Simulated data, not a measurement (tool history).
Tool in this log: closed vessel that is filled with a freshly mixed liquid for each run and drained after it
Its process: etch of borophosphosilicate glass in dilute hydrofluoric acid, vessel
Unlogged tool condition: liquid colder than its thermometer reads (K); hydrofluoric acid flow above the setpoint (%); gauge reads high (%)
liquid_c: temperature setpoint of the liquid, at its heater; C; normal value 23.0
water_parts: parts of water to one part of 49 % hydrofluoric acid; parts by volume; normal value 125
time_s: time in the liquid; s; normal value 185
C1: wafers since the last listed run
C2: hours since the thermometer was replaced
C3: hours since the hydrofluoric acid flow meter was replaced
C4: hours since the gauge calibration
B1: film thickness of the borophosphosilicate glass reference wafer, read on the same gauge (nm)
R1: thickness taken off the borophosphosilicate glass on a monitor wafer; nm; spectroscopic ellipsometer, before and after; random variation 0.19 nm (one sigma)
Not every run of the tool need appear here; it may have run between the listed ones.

Run 1, day 0.000: usual settings; C1 0; C2 1019.9; C3 172.5; C4 112.6; B1 70.20. Result: R1 37.14 nm.
Run 2, day 1.450: usual settings; C1 4252; C2 1054.7; C3 207.3; C4 147.4; B1 70.11. Result: R1 37.00 nm.
Run 3, day 3.758: usual settings; C1 6770; C2 1110.1; C3 262.7; C4 202.8; B1 69.94. Result: R1 36.94 nm.
Run 4, day 6.054: usual settings; C1 6733; C2 1165.2; C3 317.8; C4 257.9; B1 69.83. Result: R1 36.80 nm.
Run 5, day 7.142: usual settings; C1 3189; C2 1191.3; C3 343.9; C4 284.0; B1 69.73. Result: R1 36.85 nm.
Run 6, day 8.488: usual settings; C1 3947; C2 1223.6; C3 376.2; C4 316.3; B1 69.64. Result: R1 37.04 nm.
Run 7, day 10.858: usual settings; C1 6953; C2 1280.5; C3 433.1; C4 373.2; B1 69.48. Result: R1 36.33 nm.
Run 8, day 12.596: usual settings; C1 5096; C2 1322.2; C3 474.8; C4 414.9; B1 69.33. Result: R1 37.07 nm.
Run 9, day 15.375: usual settings; C1 8151; C2 1388.9; C3 541.5; C4 481.6; B1 69.18. Result: R1 36.33 nm.
Run 10, day 18.100: usual settings; C1 7992; C2 1454.3; C3 606.9; C4 547.0; B1 68.98. Result: R1 36.78 nm.
Run 11, day 19.771: usual settings but time_s 260 s; C1 4900; C2 1494.4; C3 647.0; C4 587.1; B1 68.87. Result: R1 51.13 nm.
At day 20.875: hydrofluoric acid flow meter replaced.
Run 12, day 21.812: usual settings; C1 5866; C2 1543.4; C3 22.5; C4 636.1; B1 68.74. Result: R1 36.60 nm.
Run 13, day 24.350: usual settings; C1 7442; C2 1604.3; C3 83.4; C4 697.0; B1 68.57. Result: R1 36.36 nm.
Run 14, day 25.696: usual settings but water_parts 180 parts by volume; C1 3947; C2 1636.6; C3 115.7; C4 729.3; B1 68.48. Result: R1 23.41 nm.
At day 26.346: gauge calibrated.
Run 15, day 27.112: usual settings but water_parts 180 parts by volume; C1 4155; C2 1670.6; C3 149.7; C4 18.4; B1 69.74. Result: R1 24.18 nm.
Run 16, day 29.562: usual settings but water_parts 105 parts by volume, time_s 110 s; C1 7185; C2 1729.4; C3 208.5; C4 77.2; B1 69.59. Result: R1 26.82 nm.
Run 17, day 32.521: usual settings but liquid_c 19.0 C, water_parts 140 parts by volume, time_s 235 s; C1 8676; C2 1800.4; C3 279.5; C4 148.2; B1 69.39. Result: R1 34.47 nm.
Run 18, day 35.312: usual settings but liquid_c 20.5 C, water_parts 80 parts by volume, time_s 135 s; C1 8188; C2 1867.4; C3 346.5; C4 215.2; B1 69.19. Result: R1 39.79 nm.
At day 36.808: thermometer replaced.
Run 19, day 38.000: usual settings but liquid_c 19.0 C; C1 7760; C2 28.6; C3 411.0; C4 279.7; B1 69.04. Result: R1 31.12 nm.

What will run 20 give?
Run 20, day 40.550: usual settings but liquid_c 28.0 C, water_parts 165 parts by volume, time_s 245 s; C1 7479; C2 89.8; C3 472.2; C4 340.9; B1 ?. Result: R1 ?.

{"run 20": {"B1": 68.88, "R1": 42.03}}
The same run, on a tool lacking any hidden state, would have yielded R1 42.73 nm.
